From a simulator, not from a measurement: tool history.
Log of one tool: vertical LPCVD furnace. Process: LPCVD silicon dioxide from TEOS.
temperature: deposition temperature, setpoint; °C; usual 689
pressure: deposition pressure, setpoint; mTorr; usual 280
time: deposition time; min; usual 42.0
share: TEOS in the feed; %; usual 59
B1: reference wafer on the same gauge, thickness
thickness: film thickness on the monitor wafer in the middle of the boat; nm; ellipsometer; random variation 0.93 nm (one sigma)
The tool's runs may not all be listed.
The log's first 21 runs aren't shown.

Run 22, day 59.875: usual settings but share 50 %; B1 171.95. Result: thickness 188.44 nm.
Run 23, day 62.496: usual settings but temperature 678 °C, pressure 260 mTorr, share 63 %; B1 171.95. Result: thickness 153.48 nm.
Run 24, day 64.729: usual settings but temperature 677 °C, time 29.5 min; B1 171.89. Result: thickness 106.92 nm.
Run 25, day 68.450: usual settings but temperature 692 °C, pressure 325 mTorr; B1 171.89. Result: thickness 235.38 nm.
Run 26, day 70.938: usual settings but temperature 695 °C, pressure 305 mTorr, time 28.0 min, share 54 %; B1 171.90. Result: thickness 154.07 nm.
Run 27, day 72.462: usual settings; B1 172.05. Result: thickness 202.12 nm.
Run 28, day 75.346: usual settings but time 58.5 min; B1 172.12. Result: thickness 281.06 nm.
Run 29, day 77.400: usual settings; B1 171.94. Result: thickness 201.59 nm.
Run 30, day 79.642: usual settings; B1 172.13. Result: thickness 200.85 nm.
Run 31, day 83.567: usual settings but temperature 681 °C, time 34.5 min; B1 172.03. Result: thickness 136.25 nm.

4 ways to go on from here, each from the tool as it stands after run 31. What would each give?
Run A, day 83.771: usual settings but pressure 320 mTorr; B1 ?. Result: thickness ?.
Run B, day 83.771: usual settings but temperature 694 °C, pressure 350 mTorr, time 27.0 min, share 53 %; B1 ?. Result: thickness ?.
Run C, day 83.771: usual settings but temperature 698 °C, time 31.5 min, share 54 %; B1 ?. Result: thickness ?.
Run D, day 83.771: usual settings but time 50.5 min; B1 ?. Result: thickness ?.

run      B1  thickness
  A  171.98     215.68
  B  171.98     154.74
  C  171.98     178.91
  D  171.98     242.49
Without the tool's hidden state the same runs would have given:
run  thickness
  A     216.24
  B     155.10
  C     179.44
  D     243.21
